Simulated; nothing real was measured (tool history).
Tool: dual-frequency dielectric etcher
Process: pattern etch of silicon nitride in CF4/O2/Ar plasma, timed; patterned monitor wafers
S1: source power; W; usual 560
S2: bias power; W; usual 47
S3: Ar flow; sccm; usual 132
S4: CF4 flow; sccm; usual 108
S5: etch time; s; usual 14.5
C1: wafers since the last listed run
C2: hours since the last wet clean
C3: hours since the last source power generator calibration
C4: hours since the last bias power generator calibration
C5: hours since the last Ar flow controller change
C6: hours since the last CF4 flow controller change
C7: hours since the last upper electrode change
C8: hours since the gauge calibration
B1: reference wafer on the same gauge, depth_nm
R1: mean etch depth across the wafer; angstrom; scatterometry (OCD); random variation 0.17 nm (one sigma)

{"run": 1, "hour": 0.0, "S1": 560, "S2": 47, "S3": 123, "S4": 108, "S5": 14.5, "C1": 0, "C2": 274.9, "C3": 5132.7, "C4": 3197.4, "C5": 2966.4, "C6": 4001.2, "C7": 3487.3, "C8": 22.7, "B1": 32.82, "R1": 298.8}
{"run": 2, "hour": 13.1, "S1": 560, "S2": 47, "S3": 132, "S4": 97, "S5": 14.5, "C1": 232, "C2": 288.0, "C3": 5145.8, "C4": 3210.5, "C5": 2979.5, "C6": 4014.3, "C7": 3500.4, "C8": 35.8, "B1": 32.8, "R1": 295.1}
{"run": 3, "hour": 22.7, "S1": 560, "S2": 47, "S3": 132, "S4": 97, "S5": 14.5, "C1": 170, "C2": 297.6, "C3": 5155.4, "C4": 3220.1, "C5": 2989.1, "C6": 4023.9, "C7": 3510.0, "C8": 45.4, "B1": 32.81, "R1": 292.4}
{"run": 4, "hour": 29.7, "S1": 560, "S2": 47, "S3": 132, "S4": 97, "S5": 14.5, "C1": 124, "C2": 304.6, "C3": 5162.4, "C4": 3227.1, "C5": 2996.1, "C6": 4030.9, "C7": 3517.0, "C8": 52.4, "B1": 32.79, "R1": 293.3}
{"run": 5, "hour": 42.3, "S1": 560, "S2": 47, "S3": 132, "S4": 108, "S5": 14.5, "C1": 223, "C2": 317.2, "C3": 5175.0, "C4": 3239.7, "C5": 3008.7, "C6": 4043.5, "C7": 3529.6, "C8": 65.0, "B1": 32.8, "R1": 293.7}
{"run": 6, "hour": 58.1, "S1": 560, "S2": 47, "S3": 132, "S4": 108, "S5": 14.5, "C1": 280, "C2": 333.0, "C3": 5190.8, "C4": 3255.5, "C5": 3024.5, "C6": 4059.3, "C7": 3545.4, "C8": 80.8, "B1": 32.81, "R1": 294.8}
{"run": 7, "hour": 75.1, "S1": 560, "S2": 47, "S3": 132, "S4": 108, "S5": 14.5, "C1": 301, "C2": 350.0, "C3": 5207.8, "C4": 3272.5, "C5": 3041.5, "C6": 4076.3, "C7": 3562.4, "C8": 97.8, "B1": 32.78, "R1": 293.1}
{"run": 8, "hour": 90.0, "S1": 560, "S2": 47, "S3": 132, "S4": 108, "S5": 14.5, "C1": 264, "C2": 364.9, "C3": 5222.7, "C4": 3287.4, "C5": 3056.4, "C6": 4091.2, "C7": 3577.3, "C8": 112.7, "B1": 32.77, "R1": 290.3}
{"run": 9, "hour": 98.2, "S1": 560, "S2": 47, "S3": 132, "S4": 108, "S5": 14.5, "C1": 145, "C2": 373.1, "C3": 5230.9, "C4": 3295.6, "C5": 3064.6, "C6": 4099.4, "C7": 3585.5, "C8": 120.9, "B1": 32.84, "R1": 291.0}
{"hour": 109.5, "done": "CF4 flow controller replaced"}
{"run": 10, "hour": 115.0, "S1": 660, "S2": 47, "S3": 132, "S4": 108, "S5": 13.5, "C1": 191, "C2": 389.9, "C3": 5247.7, "C4": 3312.4, "C5": 3081.4, "C6": 5.5, "C7": 3602.3, "C8": 137.7, "B1": 32.83, "R1": 316.8}
{"run": 11, "hour": 127.9, "S1": 560, "S2": 47, "S3": 147, "S4": 108, "S5": 14.5, "C1": 229, "C2": 402.8, "C3": 5260.6, "C4": 3325.3, "C5": 3094.3, "C6": 18.4, "C7": 3615.2, "C8": 150.6, "B1": 32.79, "R1": 289.6}
{"run": 12, "hour": 136.6, "S1": 670, "S2": 47, "S3": 132, "S4": 108, "S5": 14.5, "C1": 154, "C2": 411.5, "C3": 5269.3, "C4": 3334.0, "C5": 3103.0, "C6": 27.1, "C7": 3623.9, "C8": 159.3, "B1": 32.79, "R1": 337.9}
{"hour": 142.0, "done": "source power generator calibrated"}
{"hour": 183.9, "done": "Ar flow controller replaced"}
{"hour": 186.0, "done": "upper electrode replaced"}
{"hour": 190.9, "done": "bias power generator calibrated"}
{"hour": 194.7, "done": "gauge calibrated"}
{"hour": 196.7, "done": "wet clean of the chamber"}
{"run": 13, "hour": 197.2, "S1": 560, "S2": 43, "S3": 132, "S4": 108, "S5": 14.5, "C1": 685, "C2": 0.5, "C3": 55.2, "C4": 6.3, "C5": 13.3, "C6": 87.7, "C7": 11.2, "C8": 2.5, "B1": 32.77, "R1": 291.1}
{"run": 14, "hour": 197.6, "S1": 560, "S2": 47, "S3": 132, "S4": 108, "S5": 14.5, "C1": 7, "C2": 0.9, "C3": 55.6, "C4": 6.7, "C5": 13.7, "C6": 88.1, "C7": 11.6, "C8": 2.9, "B1": 32.81, "R1": 304.4}
{"run": 15, "hour": 199.6, "S1": 560, "S2": 47, "S3": 132, "S4": 122, "S5": 14.5, "C1": 35, "C2": 2.9, "C3": 57.6, "C4": 8.7, "C5": 15.7, "C6": 90.1, "C7": 13.6, "C8": 4.9, "B1": 32.78, "R1": 313.7}
{"run": 16, "hour": 216.6, "S1": 560, "S2": 47, "S3": 132, "S4": 116, "S5": 14.5, "C1": 301, "C2": 19.9, "C3": 74.6, "C4": 25.7, "C5": 32.7, "C6": 107.1, "C7": 30.6, "C8": 21.9, "B1": 32.77, "R1": 308.1}
{"run": 17, "hour": 226.9, "S1": 560, "S2": 47, "S3": 132, "S4": 108, "S5": 14.5, "C1": 182, "C2": 30.2, "C3": 84.9, "C4": 36.0, "C5": 43.0, "C6": 117.4, "C7": 40.9, "C8": 32.2, "B1": 32.78, "R1": 303.1}
{"run": 18, "hour": 240.2, "S1": 560, "S2": 47, "S3": 132, "S4": 108, "S5": 14.5, "C1": 236, "C2": 43.5, "C3": 98.2, "C4": 49.3, "C5": 56.3, "C6": 130.7, "C7": 54.2, "C8": 45.5, "B1": 32.85, "R1": 305.1}
{"run": 19, "hour": 254.8, "S1": 560, "S2": 56, "S3": 149, "S4": 108, "S5": 14.5, "C1": 259, "C2": 58.1, "C3": 112.8, "C4": 63.9, "C5": 70.9, "C6": 145.3, "C7": 68.8, "C8": 60.1, "B1": 32.76, "R1": 329.1}
{"run": 20, "hour": 266.7, "S1": 460, "S2": 57, "S3": 103, "S4": 108, "S5": 10.5, "C1": 211, "C2": 70.0, "C3": 124.7, "C4": 75.8, "C5": 82.8, "C6": 157.2, "C7": 80.7, "C8": 72.0, "B1": 32.78, "R1": 212.1}

4 ways to go on from here, each from the tool as it stands after run 20. What would each give?
{"run": "A", "hour": 267.1, "S1": 560, "S2": 47, "S3": 132, "S4": 108, "S5": 14.5, "C1": 7, "C2": 70.4, "C3": 125.1, "C4": 76.2, "C5": 83.2, "C6": 157.6, "C7": 81.1, "C8": 72.4, "B1": "?", "R1": "?"}
{"run": "B", "hour": 267.1, "S1": 560, "S2": 47, "S3": 151, "S4": 91, "S5": 14.5, "C1": 7, "C2": 70.4, "C3": 125.1, "C4": 76.2, "C5": 83.2, "C6": 157.6, "C7": 81.1, "C8": 72.4, "B1": "?", "R1": "?"}
{"run": "C", "hour": 267.1, "S1": 560, "S2": 47, "S3": 103, "S4": 108, "S5": 16.5, "C1": 7, "C2": 70.4, "C3": 125.1, "C4": 76.2, "C5": 83.2, "C6": 157.6, "C7": 81.1, "C8": 72.4, "B1": "?", "R1": "?"}
{"run": "D", "hour": 267.1, "S1": 440, "S2": 39, "S3": 132, "S4": 123, "S5": 13.0, "C1": 7, "C2": 70.4, "C3": 125.1, "C4": 76.2, "C5": 83.2, "C6": 157.6, "C7": 81.1, "C8": 72.4, "B1": "?", "R1": "?"}

run=A B1=32.82 R1=303.8
run=B B1=32.82 R1=291.0
run=C B1=32.82 R1=357.5
run=D B1=32.82 R1=201.7
Without the tool's hidden state the same runs would have given:
run=A R1=306.9
run=B R1=293.9
run=C R1=361.2
run=D R1=203.7

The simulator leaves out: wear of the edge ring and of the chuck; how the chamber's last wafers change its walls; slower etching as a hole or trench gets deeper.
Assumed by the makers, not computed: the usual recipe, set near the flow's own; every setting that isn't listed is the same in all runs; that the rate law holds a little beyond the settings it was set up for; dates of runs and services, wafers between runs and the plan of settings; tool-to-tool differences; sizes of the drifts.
